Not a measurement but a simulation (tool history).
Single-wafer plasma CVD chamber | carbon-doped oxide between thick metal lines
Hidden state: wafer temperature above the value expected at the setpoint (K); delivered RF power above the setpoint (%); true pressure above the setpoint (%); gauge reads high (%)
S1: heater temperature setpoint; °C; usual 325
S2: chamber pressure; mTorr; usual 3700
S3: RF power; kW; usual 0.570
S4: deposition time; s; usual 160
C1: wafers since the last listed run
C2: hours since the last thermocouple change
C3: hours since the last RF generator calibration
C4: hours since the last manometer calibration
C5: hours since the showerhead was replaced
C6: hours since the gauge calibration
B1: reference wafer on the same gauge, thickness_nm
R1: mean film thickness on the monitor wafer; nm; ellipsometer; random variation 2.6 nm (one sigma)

run,day,S1,S2,S3,S4,C1,C2,C3,C4,C5,C6,B1,R1
1,0.000,325,3700,0.570,160,0,108.6,218.0,2584.1,6329.4,2777.6,1003.092,905.626
2,4.221,325,3700,0.570,160,1187,209.9,319.3,2685.4,6430.7,2878.9,1002.725,912.413
# day 5.729: capacitance manometer re-zeroed and calibrated
3,8.379,325,3700,0.570,160,1076,309.7,419.1,63.6,6530.5,2978.7,1002.793,904.670
4,12.525,325,3700,0.570,160,1166,409.2,518.6,163.1,6630.0,3078.2,1002.254,913.677
# day 13.712: showerhead replaced
5,14.421,325,3700,0.620,160,439,454.7,564.1,208.6,17.0,3123.7,1002.730,962.865
6,17.150,325,3700,0.620,160,767,520.2,629.6,274.1,82.5,3189.2,1002.565,963.781
7,20.571,337,3010,0.570,160,962,602.3,711.7,356.2,164.6,3271.3,1002.772,857.290
8,22.879,325,3700,0.570,160,649,657.7,767.1,411.6,220.0,3326.7,1002.808,907.828
9,24.975,325,4490,0.570,151,589,708.0,817.4,461.9,270.3,3377.0,1003.354,876.140
10,27.300,325,3700,0.570,160,654,763.8,873.2,517.7,326.1,3432.8,1002.437,911.033
11,31.100,337,3230,0.570,160,1069,855.0,964.4,608.9,417.3,3524.0,1002.043,858.342
12,35.529,332,2990,0.570,160,1246,961.3,1070.7,715.2,523.6,3630.3,1003.065,866.226
# day 37.438: gauge calibrated
13,39.725,325,3700,0.570,160,1180,1062.0,1171.4,815.9,624.3,54.9,1003.159,904.874
14,43.421,325,3700,0.535,129,1039,1150.7,1260.1,904.6,713.0,143.6,1003.080,695.979
15,45.554,310,3140,0.505,185,600,1201.9,1311.3,955.8,764.2,194.8,1003.592,1004.677
# day 49.129: thermocouple changed; heater temperature recalibrated
16,49.338,336,4500,0.570,145,970,5.0,1402.1,1046.6,855.0,285.6,1002.335,787.312
17,53.692,325,4050,0.615,160,1224,109.5,1506.6,1151.1,959.5,390.1,1003.109,949.886
18,56.108,325,2890,0.570,160,679,167.5,1564.6,1209.1,1017.5,448.1,1002.415,876.018
# day 57.817: RF generator calibrated
19,59.350,325,3700,0.570,160,818,245.3,36.8,1286.9,1095.3,525.9,1002.855,919.331
20,63.833,325,3700,0.570,160,1261,352.9,144.4,1394.5,1202.9,633.5,1002.980,920.851
21,67.821,325,3330,0.530,178,1121,448.6,240.1,1490.2,1298.6,729.2,1003.517,958.451
22,69.350,325,3700,0.680,182,430,485.3,276.8,1526.9,1335.3,765.9,1004.142,1179.198
23,73.721,339,4300,0.570,177,1229,590.2,381.7,1631.8,1440.2,870.8,1003.170,979.411
24,76.512,325,3700,0.570,134,785,657.2,448.7,1698.8,1507.2,937.8,1003.335,770.051
25,80.767,325,3700,0.570,160,1196,759.3,550.8,1800.9,1609.3,1039.9,1003.657,917.919
26,84.371,325,3700,0.570,160,1013,845.8,637.3,1887.4,1695.8,1126.4,1003.015,913.053
27,87.708,325,3700,0.500,173,938,925.9,717.4,1967.5,1775.9,1206.5,1002.489,895.645

5 ways to go on from here, each from the tool as it stands after run 27. What would each give?
A,87.725,325,3250,0.570,160,4,926.3,717.8,1967.9,1776.3,1206.9,?,?
B,87.725,325,3700,0.570,150,4,926.3,717.8,1967.9,1776.3,1206.9,?,?
C,87.725,338,4180,0.650,191,4,926.3,717.8,1967.9,1776.3,1206.9,?,?
D,87.725,325,3700,0.665,160,4,926.3,717.8,1967.9,1776.3,1206.9,?,?
E,87.725,325,4380,0.470,160,4,926.3,717.8,1967.9,1776.3,1206.9,?,?

run,B1,R1
A,1003.710,904.108
B,1003.710,857.418
C,1003.710,1153.714
D,1003.710,1020.091
E,1003.710,797.519
Without the tool's hidden state the same runs would have given:
run,R1
A,901.911
B,855.335
C,1154.831
D,1016.783
E,799.921
